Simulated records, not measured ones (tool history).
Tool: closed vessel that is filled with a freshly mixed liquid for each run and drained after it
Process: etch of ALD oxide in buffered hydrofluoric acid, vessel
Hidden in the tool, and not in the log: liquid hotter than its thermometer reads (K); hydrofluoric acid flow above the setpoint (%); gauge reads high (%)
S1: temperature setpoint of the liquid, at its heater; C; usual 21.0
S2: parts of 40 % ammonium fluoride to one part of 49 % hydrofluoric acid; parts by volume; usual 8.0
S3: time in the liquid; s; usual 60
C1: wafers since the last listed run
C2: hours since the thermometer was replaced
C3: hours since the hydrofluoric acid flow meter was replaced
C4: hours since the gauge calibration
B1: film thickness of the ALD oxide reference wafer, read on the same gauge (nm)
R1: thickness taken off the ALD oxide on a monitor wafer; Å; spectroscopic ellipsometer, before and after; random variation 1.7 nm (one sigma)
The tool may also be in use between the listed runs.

run	hour	S1	S2	S3	C1	C2	C3	C4	B1	R1
1	0.0	21.0	8.0	60	0	1642.7	617.1	11.0	90.00	2099.5
2	41.8	21.0	8.0	60	6161	1684.5	658.9	52.8	90.01	2082.0
3	66.3	21.0	8.0	60	3611	1709.0	683.4	77.3	90.00	2088.1
4	85.2	21.0	8.0	60	2785	1727.9	702.3	96.2	90.01	2087.3
5	99.1	21.0	8.0	60	2048	1741.8	716.2	110.1	90.01	2088.6
6	127.4	21.0	8.0	50	4171	1770.1	744.5	138.4	90.00	1731.3
# hour 141.2: thermometer replaced
7	156.4	21.0	8.0	50	4127	15.2	773.5	167.4	89.99	1743.8
# hour 164.0: hydrofluoric acid flow meter replaced
8	179.3	21.0	8.0	60	3227	38.1	15.3	190.3	89.99	2117.2
# hour 195.1: gauge calibrated
9	195.4	21.0	5.0	50	2373	54.2	31.4	0.3	90.03	2720.5
10	230.6	21.0	8.0	70	5188	89.4	66.6	35.5	90.00	2447.9
11	265.3	21.0	5.0	50	5114	124.1	101.3	70.2	90.01	2721.2
12	290.1	21.0	8.0	30	3655	148.9	126.1	95.0	89.99	1062.8
13	318.4	21.0	8.0	60	4171	177.2	154.4	123.3	89.98	2093.3
14	344.1	21.0	7.0	35	3788	202.9	180.1	149.0	89.99	1388.1
15	366.2	19.0	8.0	60	3257	225.0	202.2	171.1	90.02	1873.8

3 ways to go on from here, each from the tool as it stands after run 15. What would each give?
A	366.9	21.0	8.0	35	103	225.7	202.9	171.8	?	?
B	366.9	19.5	5.5	95	103	225.7	202.9	171.8	?	?
C	366.9	24.5	10.5	60	103	225.7	202.9	171.8	?	?

run	B1	R1
A	89.99	1233.2
B	89.99	4376.7
C	89.99	2012.6
Without the tool's hidden state the same runs would have given:
run	R1
A	1233.2
B	4376.7
C	2012.6
